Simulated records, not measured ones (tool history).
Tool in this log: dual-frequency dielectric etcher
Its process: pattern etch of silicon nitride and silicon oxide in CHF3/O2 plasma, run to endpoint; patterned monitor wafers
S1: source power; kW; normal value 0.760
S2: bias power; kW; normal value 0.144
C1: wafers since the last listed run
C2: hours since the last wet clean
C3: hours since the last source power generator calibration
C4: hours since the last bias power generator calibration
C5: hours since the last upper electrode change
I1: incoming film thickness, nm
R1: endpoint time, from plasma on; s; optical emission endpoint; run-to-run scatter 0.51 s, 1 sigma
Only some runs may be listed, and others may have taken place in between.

run   hour     S1     S2   C1     C2      C3      C4      C5     I1     R1
  1    0.0  0.760  0.144    0  495.9  2498.5  3968.0  1975.0  171.2  118.0
  2   30.3  0.760  0.144  284  526.2  2528.8  3998.3  2005.3  169.6  116.8
  3   61.9  0.760  0.144  296  557.8  2560.4  4029.9  2036.9  170.5  118.6
  4   80.1  0.760  0.144  170  576.0  2578.6  4048.1  2055.1  169.3  116.0
  5   96.8  0.760  0.144  156  592.7  2595.3  4064.8  2071.8  169.7  116.8
     123.0  -- wet clean of the chamber
  6  123.5  0.760  0.144   25    0.5  2622.0  4091.5  2098.5  170.2  117.1
  7  132.5  0.640  0.144   84    9.5  2631.0  4100.5  2107.5  172.6  126.0
     163.8  -- upper electrode replaced
  8  167.6  0.570  0.116  104   44.6  2666.1  4135.6     3.8  169.7  138.5
     192.3  -- bias power generator calibrated
     192.8  -- source power generator calibrated
  9  202.9  0.760  0.144  289   79.9    10.1    10.6    39.1  169.2  116.6
 10  226.9  0.620  0.179  225  103.9    34.1    34.6    63.1  170.7  116.9
 11  243.9  0.590  0.155  159  120.9    51.1    51.6    80.1  170.9  124.6
 12  269.2  0.640  0.144  237  146.2    76.4    76.9   105.4  170.9  124.5
 13  298.2  0.620  0.164  272  175.2   105.4   105.9   134.4  170.5  120.0
 14  328.4  0.930  0.116  283  205.4   135.6   136.1   164.6  171.3  119.0

What if the next run were any one of these 3? Each begins from the tool's condition after run 14:
  A  328.9  0.760  0.144   4  205.9  136.1  136.6  165.1  169.5   ?
  B  328.9  0.710  0.173   4  205.9  136.1  136.6  165.1  169.5   ?
  C  328.9  0.820  0.144   4  205.9  136.1  136.6  165.1  169.5   ?

run     R1
  A  116.7
  B  111.5
  C  113.7
What these runs would have given with no unlogged condition in the tool:
run     R1
  A  116.7
  B  111.5
  C  113.7

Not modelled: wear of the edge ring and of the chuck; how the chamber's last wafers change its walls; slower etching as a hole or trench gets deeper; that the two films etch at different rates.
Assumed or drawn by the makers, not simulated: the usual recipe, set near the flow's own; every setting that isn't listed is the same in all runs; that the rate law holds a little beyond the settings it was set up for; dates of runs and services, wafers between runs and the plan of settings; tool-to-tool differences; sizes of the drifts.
